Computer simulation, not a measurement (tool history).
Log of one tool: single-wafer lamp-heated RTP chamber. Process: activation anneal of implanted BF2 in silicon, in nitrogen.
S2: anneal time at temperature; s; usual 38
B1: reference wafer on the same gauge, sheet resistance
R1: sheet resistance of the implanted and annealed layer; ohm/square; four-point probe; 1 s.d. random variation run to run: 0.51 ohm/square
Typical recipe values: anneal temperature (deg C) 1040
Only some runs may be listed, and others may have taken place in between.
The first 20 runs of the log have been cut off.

{"hour": 577.8, "done": "reflector plate cleaned"}
{"run": 21, "hour": 581.5, "anneal temperature (deg C)": 1064, "S2": 52, "B1": 126.99, "R1": 93.46}
{"run": 22, "hour": 598.5, "anneal temperature (deg C)": 1019, "S2": 32, "B1": 127.01, "R1": 127.86}
{"run": 23, "hour": 623.0, "anneal temperature (deg C)": 1040, "S2": 25, "B1": 127.11, "R1": 116.35}
{"run": 24, "hour": 643.9, "anneal temperature (deg C)": 1040, "S2": 38, "B1": 126.92, "R1": 109.03}
{"run": 25, "hour": 669.5, "anneal temperature (deg C)": 1025, "S2": 18, "B1": 127.35, "R1": 131.78}
{"hour": 700.5, "done": "pyrometer window cleaned and pyrometer calibrated"}
{"run": 26, "hour": 701.0, "anneal temperature (deg C)": 1040, "S2": 38, "B1": 127.05, "R1": 108.26}
{"run": 27, "hour": 725.6, "anneal temperature (deg C)": 1029, "S2": 19, "B1": 126.65, "R1": 127.89}
{"run": 28, "hour": 741.8, "anneal temperature (deg C)": 1023, "S2": 38, "B1": 126.93, "R1": 119.05}
{"run": 29, "hour": 776.2, "anneal temperature (deg C)": 1040, "S2": 54, "B1": 126.84, "R1": 102.24}
{"hour": 799.9, "done": "reflector plate cleaned"}
{"run": 30, "hour": 800.4, "anneal temperature (deg C)": 1063, "S2": 54, "B1": 127.23, "R1": 93.5}
{"run": 31, "hour": 818.7, "anneal temperature (deg C)": 1055, "S2": 20, "B1": 126.81, "R1": 112.7}
{"run": 32, "hour": 836.7, "anneal temperature (deg C)": 1040, "S2": 38, "B1": 127.11, "R1": 108.32}
{"run": 33, "hour": 890.8, "anneal temperature (deg C)": 1040, "S2": 38, "B1": 127.13, "R1": 108.05}
{"run": 34, "hour": 904.2, "anneal temperature (deg C)": 1040, "S2": 38, "B1": 126.88, "R1": 108.3}
{"run": 35, "hour": 919.5, "anneal temperature (deg C)": 1060, "S2": 38, "B1": 127.31, "R1": 98.6}

Branching from run 35: 5 alternative next runs. What would each branch give?
{"run": "A", "hour": 919.9, "anneal temperature (deg C)": 1063, "S2": 38, "B1": "?", "R1": "?"}
{"run": "B", "hour": 919.9, "anneal temperature (deg C)": 1054, "S2": 15, "B1": "?", "R1": "?"}
{"run": "C", "hour": 919.9, "anneal temperature (deg C)": 1048, "S2": 38, "B1": "?", "R1": "?"}
{"run": "D", "hour": 919.9, "anneal temperature (deg C)": 1040, "S2": 23, "B1": "?", "R1": "?"}
{"run": "E", "hour": 919.9, "anneal temperature (deg C)": 1048, "S2": 17, "B1": "?", "R1": "?"}

run=A B1=127 R1=96.87
run=B B1=127 R1=115.45
run=C B1=127 R1=103.86
run=D B1=127 R1=116.85
run=E B1=127 R1=117.09
Stripped of hidden state, with their random variation kept, the same runs would have yielded:
run=A R1=97.84
run=B R1=116.86
run=C R1=105.09
run=D R1=118.28
run=E R1=118.51

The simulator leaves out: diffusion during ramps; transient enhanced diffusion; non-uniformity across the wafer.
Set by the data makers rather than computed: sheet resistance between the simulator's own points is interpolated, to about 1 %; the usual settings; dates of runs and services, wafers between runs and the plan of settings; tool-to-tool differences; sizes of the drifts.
